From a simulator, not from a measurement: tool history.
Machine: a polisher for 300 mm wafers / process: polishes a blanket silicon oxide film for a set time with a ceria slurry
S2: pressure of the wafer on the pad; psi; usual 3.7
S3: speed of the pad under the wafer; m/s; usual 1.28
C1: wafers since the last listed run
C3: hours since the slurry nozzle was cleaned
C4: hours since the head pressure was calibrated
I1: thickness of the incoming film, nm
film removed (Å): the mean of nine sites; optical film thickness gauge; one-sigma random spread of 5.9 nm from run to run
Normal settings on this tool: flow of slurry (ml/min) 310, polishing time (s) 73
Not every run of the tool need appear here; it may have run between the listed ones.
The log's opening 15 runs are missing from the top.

run 16 day=7.062 | flow_of_slurry_(ml/min)=245 S2=3.7 S3=1.28 polishing_time_(s)=73 | C1=77 wafers_polished_on_this_pad=242 C3=229.2 C4=1346.5 | I1=1882.8 | film_removed_(Å)=4044
run 17 day=7.750 | flow_of_slurry_(ml/min)=360 S2=2.5 S3=1.28 polishing_time_(s)=88 | C1=123 wafers_polished_on_this_pad=366 C3=245.7 C4=1363.0 | I1=1887.6 | film_removed_(Å)=3949
run 18 day=8.304 | flow_of_slurry_(ml/min)=310 S2=3.7 S3=1.28 polishing_time_(s)=73 | C1=99 wafers_polished_on_this_pad=466 C3=259.0 C4=1376.3 | I1=1934.3 | film_removed_(Å)=4067
-- day=8.504 head pressure recalibrated
run 19 day=9.038 | flow_of_slurry_(ml/min)=310 S2=3.7 S3=1.28 polishing_time_(s)=73 | C1=117 wafers_polished_on_this_pad=583 C3=276.6 C4=12.8 | I1=1890.3 | film_removed_(Å)=3876
run 20 day=9.304 | flow_of_slurry_(ml/min)=250 S2=2.5 S3=1.54 polishing_time_(s)=48 | C1=48 wafers_polished_on_this_pad=631 C3=283.0 C4=19.2 | I1=1886.7 | film_removed_(Å)=2439
-- day=11.504 worn pad replaced by a new one
run 21 day=11.525 | flow_of_slurry_(ml/min)=310 S2=2.7 S3=0.96 polishing_time_(s)=73 | C1=370 wafers_polished_on_this_pad=3 C3=336.3 C4=72.5 | I1=1882.6 | film_removed_(Å)=2810
run 22 day=12.029 | flow_of_slurry_(ml/min)=255 S2=2.6 S3=1.44 polishing_time_(s)=51 | C1=90 wafers_polished_on_this_pad=94 C3=348.4 C4=84.6 | I1=1912.8 | film_removed_(Å)=2653
run 23 day=13.796 | flow_of_slurry_(ml/min)=310 S2=3.7 S3=1.58 polishing_time_(s)=73 | C1=318 wafers_polished_on_this_pad=413 C3=390.8 C4=127.0 | I1=1925.4 | film_removed_(Å)=5024
-- day=14.008 slurry nozzle cleaned
run 24 day=14.262 | flow_of_slurry_(ml/min)=310 S2=3.7 S3=1.28 polishing_time_(s)=73 | C1=76 wafers_polished_on_this_pad=489 C3=6.1 C4=138.2 | I1=1919.0 | film_removed_(Å)=4019
run 25 day=14.879 | flow_of_slurry_(ml/min)=310 S2=2.5 S3=1.04 polishing_time_(s)=73 | C1=111 wafers_polished_on_this_pad=601 C3=20.9 C4=153.0 | I1=1872.4 | film_removed_(Å)=2628
run 26 day=15.271 | flow_of_slurry_(ml/min)=275 S2=3.7 S3=1.28 polishing_time_(s)=62 | C1=70 wafers_polished_on_this_pad=671 C3=30.3 C4=162.4 | I1=1908.7 | film_removed_(Å)=3339
run 27 day=15.521 | flow_of_slurry_(ml/min)=310 S2=3.7 S3=1.28 polishing_time_(s)=73 | C1=45 wafers_polished_on_this_pad=716 C3=36.3 C4=168.4 | I1=1894.4 | film_removed_(Å)=3850
run 28 day=16.004 | flow_of_slurry_(ml/min)=310 S2=3.7 S3=1.28 polishing_time_(s)=73 | C1=87 wafers_polished_on_this_pad=803 C3=47.9 C4=180.0 | I1=1898.2 | film_removed_(Å)=3944
run 29 day=16.729 | flow_of_slurry_(ml/min)=270 S2=3.7 S3=1.04 polishing_time_(s)=73 | C1=130 wafers_polished_on_this_pad=934 C3=65.3 C4=197.4 | I1=1905.0 | film_removed_(Å)=3103
run 30 day=17.004 | flow_of_slurry_(ml/min)=310 S2=3.7 S3=1.06 polishing_time_(s)=73 | C1=49 wafers_polished_on_this_pad=984 C3=71.9 C4=204.0 | I1=1876.4 | film_removed_(Å)=3243
run 31 day=17.367 | flow_of_slurry_(ml/min)=200 S2=4.8 S3=1.28 polishing_time_(s)=73 | C1=65 wafers_polished_on_this_pad=1049 C3=80.6 C4=212.7 | I1=1929.9 | film_removed_(Å)=4380
-- day=17.783 worn pad replaced by a new one
run 32 day=17.950 | flow_of_slurry_(ml/min)=210 S2=3.7 S3=1.12 polishing_time_(s)=87 | C1=75 wafers_polished_on_this_pad=30 C3=94.6 C4=226.7 | I1=1912.9 | film_removed_(Å)=4375
run 33 day=18.417 | flow_of_slurry_(ml/min)=255 S2=3.7 S3=1.28 polishing_time_(s)=99 | C1=84 wafers_polished_on_this_pad=114 C3=105.8 C4=237.9 | I1=1900.1 | film_removed_(Å)=5700
run 34 day=18.971 | flow_of_slurry_(ml/min)=260 S2=3.7 S3=1.28 polishing_time_(s)=73 | C1=99 wafers_polished_on_this_pad=214 C3=119.1 C4=251.2 | I1=1885.8 | film_removed_(Å)=4044
run 35 day=19.383 | flow_of_slurry_(ml/min)=380 S2=2.4 S3=1.28 polishing_time_(s)=73 | C1=74 wafers_polished_on_this_pad=288 C3=129.0 C4=261.1 | I1=1893.7 | film_removed_(Å)=3267
run 36 day=20.088 | flow_of_slurry_(ml/min)=310 S2=3.0 S3=1.12 polishing_time_(s)=63 | C1=126 wafers_polished_on_this_pad=415 C3=145.9 C4=278.0 | I1=1885.3 | film_removed_(Å)=2638
run 37 day=20.446 | flow_of_slurry_(ml/min)=415 S2=4.7 S3=1.06 polishing_time_(s)=62 | C1=64 wafers_polished_on_this_pad=480 C3=154.5 C4=286.6 | I1=1927.5 | film_removed_(Å)=3382
run 38 day=21.008 | flow_of_slurry_(ml/min)=310 S2=4.3 S3=1.28 polishing_time_(s)=73 | C1=101 wafers_polished_on_this_pad=581 C3=168.0 C4=300.1 | I1=1918.9 | film_removed_(Å)=4306

3 ways to go on from here, each from the tool as it stands after run 38. What would each give?
run A day=21.025 | flow_of_slurry_(ml/min)=310 S2=2.6 S3=1.28 polishing_time_(s)=73 | C1=3 wafers_polished_on_this_pad=584 C3=168.4 C4=300.5 | I1=1913.8 | film_removed_(Å)=?
run B day=21.025 | flow_of_slurry_(ml/min)=310 S2=3.7 S3=1.28 polishing_time_(s)=84 | C1=3 wafers_polished_on_this_pad=584 C3=168.4 C4=300.5 | I1=1913.8 | film_removed_(Å)=?
run C day=21.025 | flow_of_slurry_(ml/min)=310 S2=3.7 S3=1.28 polishing_time_(s)=80 | C1=3 wafers_polished_on_this_pad=584 C3=168.4 C4=300.5 | I1=1913.8 | film_removed_(Å)=?

run=A film_removed_(Å)=3192
run=B film_removed_(Å)=4513
run=C film_removed_(Å)=4298
Stripped of hidden state, with their random variation kept, the same runs would have yielded:
run=A film_removed_(Å)=3598
run=B film_removed_(Å)=5086
run=C film_removed_(Å)=4844

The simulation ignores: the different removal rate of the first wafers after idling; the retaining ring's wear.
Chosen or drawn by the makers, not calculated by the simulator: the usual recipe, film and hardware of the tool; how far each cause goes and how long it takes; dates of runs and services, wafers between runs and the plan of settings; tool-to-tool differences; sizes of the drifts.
